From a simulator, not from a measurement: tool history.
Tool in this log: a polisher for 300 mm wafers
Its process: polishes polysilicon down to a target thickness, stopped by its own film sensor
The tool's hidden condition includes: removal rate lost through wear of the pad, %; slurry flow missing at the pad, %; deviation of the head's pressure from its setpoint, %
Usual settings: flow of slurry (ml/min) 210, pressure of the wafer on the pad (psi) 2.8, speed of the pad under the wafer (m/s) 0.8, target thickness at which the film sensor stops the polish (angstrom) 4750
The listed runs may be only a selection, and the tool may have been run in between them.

| run | day | flow of slurry (ml/min) | pressure of the wafer on the pad (psi) | speed of the pad under the wafer (m/s) | target thickness at which the film sensor stops the polish (angstrom) | wafers since the last listed run | wafers polished on this pad | hours since the slurry nozzle was cleaned | hours since the head pressure was calibrated | incoming thickness of the incoming film, nm | time until the film sensor stopped the polish (s) |
|---|---|---|---|---|---|---|---|---|---|---|---|
| 1 | 0 | 210 | 2.8 | 0.98 | 4750 | 0 | 740 | 80.7 | 834.2 | 837.7 | 50.1 |
| 2 | 0.346 | 210 | 2.8 | 0.98 | 4750 | 47 | 788 | 89 | 842.5 | 829 | 49.9 |
| 3 | 0.871 | 210 | 2.8 | 0.8 | 4750 | 72 | 860 | 101.6 | 855.1 | 836.8 | 57.9 |
| 4 | 1.3 | 210 | 2.8 | 0.8 | 4750 | 58 | 919 | 111.9 | 865.4 | 816.3 | 54.7 |
| 5 | 1.917 | 210 | 2.8 | 0.8 | 4750 | 84 | 1004 | 126.7 | 880.2 | 841 | 58.3 |
| 6 | 2.292 | 210 | 2.8 | 0.8 | 4750 | 51 | 1055 | 135.7 | 889.2 | 836 | 57.4 |
| 7 | 2.938 | 210 | 2.8 | 0.8 | 4750 | 88 | 1144 | 151.2 | 904.7 | 826 | 56.1 |
|  | 3.588 | worn pad replaced by a new one |
| 8 | 3.625 | 210 | 2.8 | 0.8 | 4750 | 71 | 4 | 167.7 | 921.2 | 835.3 | 57.9 |
|  | 4.167 | head pressure recalibrated |
| 9 | 4.279 | 210 | 2.8 | 0.8 | 4750 | 78 | 83 | 183.4 | 2.7 | 826.9 | 62.1 |
| 10 | 4.842 | 210 | 2.8 | 0.8 | 4750 | 77 | 160 | 196.9 | 16.2 | 838.1 | 65 |
|  | 5.046 | slurry nozzle cleaned |
| 11 | 5.35 | 210 | 2.8 | 0.8 | 4750 | 64 | 224 | 7.3 | 28.4 | 828.9 | 62.2 |
| 12 | 6.067 | 210 | 2.8 | 0.8 | 5620 | 98 | 323 | 24.5 | 45.6 | 836 | 47.9 |
| 13 | 6.812 | 210 | 2.8 | 0.8 | 5620 | 102 | 425 | 42.4 | 63.5 | 830.5 | 46.5 |
| 14 | 7.392 | 210 | 2.8 | 1.08 | 4130 | 79 | 505 | 56.3 | 77.4 | 835.3 | 59.3 |
| 15 | 7.958 | 235 | 3.3 | 0.8 | 4110 | 77 | 583 | 69.9 | 91 | 830.1 | 61.2 |
| 16 | 8.492 | 210 | 3.2 | 0.8 | 5810 | 73 | 656 | 82.7 | 103.8 | 816.3 | 36 |
| 17 | 8.779 | 210 | 2.8 | 0.8 | 5100 | 39 | 696 | 89.6 | 110.7 | 829.9 | 56.2 |
| 18 | 9.121 | 145 | 2.3 | 0.8 | 4750 | 46 | 743 | 97.8 | 118.9 | 820.6 | 78.4 |
| 19 | 9.546 | 210 | 2.8 | 0.88 | 5180 | 58 | 801 | 108 | 129.1 | 840.4 | 52.3 |
| 20 | 10.096 | 210 | 2.8 | 0.8 | 4750 | 75 | 877 | 121.2 | 142.3 | 843.4 | 63.6 |
| 21 | 10.579 | 210 | 2.8 | 0.8 | 4750 | 66 | 943 | 132.8 | 153.9 | 812.6 | 58.4 |
| 22 | 11.204 | 175 | 3.1 | 0.54 | 4750 | 85 | 1029 | 147.8 | 168.9 | 831.9 | 73.1 |
| 23 | 11.825 | 210 | 2.8 | 0.58 | 4750 | 85 | 1114 | 162.7 | 183.8 | 815.5 | 72.2 |
| 24 | 12.479 | 230 | 2.2 | 1.06 | 5830 | 89 | 1204 | 178.4 | 199.5 | 830.2 | 44.3 |
| 25 | 13.208 | 210 | 2.8 | 0.8 | 4750 | 100 | 1304 | 195.9 | 217 | 846.9 | 63.9 |
| 26 | 13.733 | 210 | 2.8 | 0.8 | 4750 | 72 | 1376 | 208.5 | 229.6 | 829.2 | 61 |
| 27 | 14.392 | 210 | 2.8 | 0.8 | 4750 | 90 | 1467 | 224.3 | 245.4 | 814.4 | 57.4 |
|  | 14.792 | slurry nozzle cleaned |
| 28 | 14.992 | 210 | 2.8 | 0.8 | 4750 | 76 | 1544 | 4.8 | 259.8 | 837.2 | 62.1 |
|  | 15.371 | worn pad replaced by a new one |
| 29 | 15.392 | 155 | 1.8 | 0.8 | 4750 | 32 | 2 | 14.4 | 269.4 | 828.9 | 97.7 |
| 30 | 15.804 | 210 | 2.8 | 0.8 | 4750 | 56 | 59 | 24.3 | 279.3 | 825.1 | 59.5 |
| 31 | 16.467 | 210 | 2.8 | 0.8 | 4750 | 91 | 150 | 40.2 | 295.2 | 820.8 | 58.3 |
| 32 | 17.108 | 210 | 3.3 | 0.8 | 5820 | 88 | 238 | 55.6 | 310.6 | 840.4 | 38.3 |
| 33 | 17.821 | 210 | 1.9 | 0.8 | 4750 | 97 | 336 | 72.7 | 327.7 | 825.8 | 88.8 |
| 34 | 18.225 | 275 | 3.1 | 0.8 | 4750 | 55 | 392 | 82.4 | 337.4 | 829.4 | 53.3 |
| 35 | 18.512 | 210 | 3.5 | 0.56 | 4750 | 39 | 431 | 89.3 | 344.3 | 839.8 | 62 |
| 36 | 19.142 | 210 | 3.1 | 0.8 | 4750 | 86 | 518 | 104.4 | 359.4 | 823.1 | 52.8 |
| 37 | 19.638 | 210 | 2.8 | 0.88 | 5180 | 68 | 586 | 116.3 | 371.3 | 836.1 | 51.5 |

For each entry between runs, how does the tool's hidden state at the last listed run before it compare with that at the first listed run after it?
After run 7, before run 8: worn pad replaced by a new one (day 3.588)
  deviation of the head's pressure from its setpoint, %: 11.6 -> 11.8
  measured less the result without the state, time until the film sensor stopped the polish (s): -6.5 -> -6.9
After run 8, before run 9: head pressure recalibrated (day 4.167)
  deviation of the head's pressure from its setpoint, %: 11.8 -> 0.848
  measured less the result without the state, time until the film sensor stopped the polish (s): -6.9 -> -0.5
After run 10, before run 11: slurry nozzle cleaned (day 5.046)
  deviation of the head's pressure from its setpoint, %: 1.02 -> 1.17
  measured less the result without the state, time until the film sensor stopped the polish (s): -0.7 -> -0.7
After run 27, before run 28: slurry nozzle cleaned (day 14.792)
  deviation of the head's pressure from its setpoint, %: 3.93 -> 4.11
  measured less the result without the state, time until the film sensor stopped the polish (s): -2.3 -> -2.5
After run 28, before run 29: worn pad replaced by a new one (day 15.371)
  deviation of the head's pressure from its setpoint, %: 4.11 -> 4.23
  measured less the result without the state, time until the film sensor stopped the polish (s): -2.5 -> -4.2
